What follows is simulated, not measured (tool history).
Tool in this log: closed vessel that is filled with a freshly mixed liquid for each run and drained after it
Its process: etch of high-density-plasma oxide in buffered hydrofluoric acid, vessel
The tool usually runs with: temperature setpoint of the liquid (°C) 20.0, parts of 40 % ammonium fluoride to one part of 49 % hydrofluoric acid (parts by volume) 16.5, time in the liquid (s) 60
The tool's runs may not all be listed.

| run | day | temperature setpoint of the liquid (°C) | parts of 40 % ammonium fluoride to one part of 49 % hydrofluoric acid (parts by volume) | time in the liquid (s) | wafers since the last listed run | hours since the thermometer was replaced | hours since the hydrofluoric acid flow meter was replaced | hours since the gauge calibration | read-back film thickness of the high-density-plasma oxide reference wafer, read on the same gauge (nm) | thickness taken off the high-density-plasma oxide on a monitor wafer (angstrom) |
|---|---|---|---|---|---|---|---|---|---|---|
| 1 | 0.000 | 20.0 | 16.5 | 60 | 0 | 434.8 | 1565.0 | 121.5 | 80.40 | 407.8 |
| 2 | 4.142 | 20.0 | 16.5 | 60 | 14717 | 534.2 | 1664.4 | 220.9 | 80.67 | 408.7 |
| 3 | 8.446 | 20.0 | 16.5 | 60 | 15294 | 637.5 | 1767.7 | 324.2 | 80.99 | 413.9 |
| 4 | 8.979 | 23.5 | 16.5 | 60 | 1895 | 650.3 | 1780.5 | 337.0 | 81.07 | 498.9 |
|  | 9.021 | gauge calibrated |
| 5 | 9.775 | 20.0 | 11.5 | 50 | 2827 | 669.4 | 1799.6 | 18.1 | 80.18 | 484.6 |
| 6 | 10.554 | 21.0 | 19.0 | 60 | 2768 | 688.1 | 1818.3 | 36.8 | 80.24 | 376.1 |
| 7 | 11.725 | 21.0 | 19.0 | 60 | 4160 | 716.2 | 1846.4 | 64.9 | 80.33 | 373.6 |
| 8 | 12.958 | 21.0 | 19.0 | 60 | 4382 | 745.8 | 1876.0 | 94.5 | 80.41 | 373.9 |
| 9 | 14.021 | 20.0 | 18.0 | 60 | 3775 | 771.3 | 1901.5 | 120.0 | 80.44 | 371.7 |
| 10 | 14.771 | 20.0 | 11.5 | 60 | 2665 | 789.3 | 1919.5 | 138.0 | 80.54 | 581.3 |
| 11 | 15.567 | 22.5 | 10.0 | 60 | 2827 | 808.4 | 1938.6 | 157.1 | 80.59 | 763.7 |
| 12 | 16.646 | 18.5 | 22.0 | 85 | 3834 | 834.3 | 1964.5 | 183.0 | 80.70 | 410.6 |

Forecast run 13:
|  | 17.404 | thermometer replaced |
|  | 17.446 | hydrofluoric acid flow meter replaced |
| 13 | 17.996 | 20.0 | 16.5 | 60 | 4500 | 14.2 | 13.2 | 215.4 | ? | ? |

read-back film thickness of the high-density-plasma oxide reference wafer, read on the same gauge (nm): 80.76
thickness taken off the high-density-plasma oxide on a monitor wafer (angstrom): 409.0
On a tool with no hidden condition, and with the same random variation, this run would have come out at thickness taken off the high-density-plasma oxide on a monitor wafer (angstrom) 405.0.
